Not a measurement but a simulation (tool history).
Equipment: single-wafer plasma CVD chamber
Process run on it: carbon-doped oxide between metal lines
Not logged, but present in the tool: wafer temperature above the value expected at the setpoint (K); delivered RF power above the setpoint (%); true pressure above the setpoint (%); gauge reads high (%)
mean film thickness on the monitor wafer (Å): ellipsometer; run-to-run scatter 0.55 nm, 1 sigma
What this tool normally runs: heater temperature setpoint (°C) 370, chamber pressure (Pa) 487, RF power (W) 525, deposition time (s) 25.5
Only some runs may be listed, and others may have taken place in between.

run	hour	heater temperature setpoint (°C)	chamber pressure (Pa)	RF power (W)	deposition time (s)	wafers since the last listed run	hours since the last thermocouple change	hours since the last RF generator calibration	hours since the last manometer calibration	hours since the showerhead was replaced	hours since the gauge calibration	read-back reference wafer on the same gauge, thickness_nm	mean film thickness on the monitor wafer (Å)
1	0.0	370	487	525	25.5	0	1674.6	1512.9	2506.8	2604.4	1438.6	120.051	1265.83
2	24.6	370	487	525	25.5	483	1699.2	1537.5	2531.4	2629.0	1463.2	120.005	1252.16
3	95.6	370	487	525	25.5	1396	1770.2	1608.5	2602.4	2700.0	1534.2	120.019	1252.43
4	150.0	370	487	525	25.5	1069	1824.6	1662.9	2656.8	2754.4	1588.6	120.042	1254.09
5	199.6	370	487	525	25.5	975	1874.2	1712.5	2706.4	2804.0	1638.2	120.089	1259.64
6	233.6	370	487	525	25.5	668	1908.2	1746.5	2740.4	2838.0	1672.2	120.156	1252.34
7	259.9	370	487	525	25.5	517	1934.5	1772.8	2766.7	2864.3	1698.5	120.041	1260.04
8	313.3	370	487	525	25.5	1050	1987.9	1826.2	2820.1	2917.7	1751.9	119.973	1243.35
# hour 347.6: RF generator calibrated
9	351.3	381	560	525	25.5	590	2025.9	3.7	2858.1	2955.7	1789.9	120.000	1232.96
# hour 389.7: gauge calibrated
10	408.8	370	487	525	23.8	1130	2083.4	61.2	2915.6	3013.2	19.1	120.142	1150.53
11	464.7	370	487	495	25.5	1099	2139.3	117.1	2971.5	3069.1	75.0	119.877	1205.68
12	510.0	370	487	525	25.5	891	2184.6	162.4	3016.8	3114.4	120.3	120.136	1232.36
13	575.6	382	585	525	27.3	1290	2250.2	228.0	3082.4	3180.0	185.9	120.054	1317.26
# hour 622.9: showerhead replaced
14	639.5	370	487	525	25.5	1099	2314.1	291.9	3146.3	16.6	249.8	120.238	1234.25
# hour 647.7: RF generator calibrated, repeated, since the last time left the tool worse
15	696.9	370	487	525	25.5	971	2371.5	49.2	3203.7	74.0	307.2	120.154	1280.19
16	742.8	360	452	525	25.5	902	2417.4	95.1	3249.6	119.9	353.1	119.962	1303.33
# hour 785.9: capacitance manometer re-zeroed and calibrated
17	791.6	375	487	525	25.5	802	2466.2	143.9	5.7	168.7	401.9	119.966	1263.62
18	840.9	359	487	525	25.5	969	2515.5	193.2	55.0	218.0	451.2	120.125	1321.21
19	868.2	370	444	525	24.0	536	2542.8	220.5	82.3	245.3	478.5	119.983	1182.73
20	901.8	383	596	615	23.9	660	2576.4	254.1	115.9	278.9	512.1	120.217	1295.74
# hour 922.0: thermocouple changed; heater temperature recalibrated
21	963.7	370	440	460	30.2	1060	41.7	316.0	177.8	340.8	574.0	120.005	1398.58
22	1012.3	370	487	525	25.5	955	90.3	364.6	226.4	389.4	622.6	120.188	1274.55
23	1125.9	370	487	525	25.5	2234	203.9	478.2	340.0	503.0	736.2	119.954	1265.75
24	1197.5	370	588	590	25.5	1408	275.5	549.8	411.6	574.6	807.8	120.121	1387.87
25	1239.8	356	408	425	25.5	831	317.8	592.1	453.9	616.9	850.1	120.064	1176.39
26	1296.5	364	455	525	22.9	1115	374.5	648.8	510.6	673.6	906.8	119.962	1166.16
27	1342.9	370	487	525	25.5	912	420.9	695.2	557.0	720.0	953.2	119.942	1277.78
28	1396.3	375	547	570	25.5	1050	474.3	748.6	610.4	773.4	1006.6	119.955	1332.62
29	1437.3	364	540	525	25.5	806	515.3	789.6	651.4	814.4	1047.6	120.005	1312.22

What if the next run were any one of these 3? Each begins from the tool's condition after run 29:
A	1437.7	370	487	560	25.5	7	515.7	790.0	651.8	814.8	1048.0	?	?
B	1437.7	370	557	605	25.5	7	515.7	790.0	651.8	814.8	1048.0	?	?
C	1437.7	370	376	525	28.3	7	515.7	790.0	651.8	814.8	1048.0	?	?

run	read-back reference wafer on the same gauge, thickness_nm	mean film thickness on the monitor wafer (Å)
A	119.910	1317.13
B	119.910	1394.58
C	119.910	1377.26
Without the tool's unlogged condition, the same runs would have read:
run	mean film thickness on the monitor wafer (Å)
A	1325.19
B	1402.95
C	1385.76

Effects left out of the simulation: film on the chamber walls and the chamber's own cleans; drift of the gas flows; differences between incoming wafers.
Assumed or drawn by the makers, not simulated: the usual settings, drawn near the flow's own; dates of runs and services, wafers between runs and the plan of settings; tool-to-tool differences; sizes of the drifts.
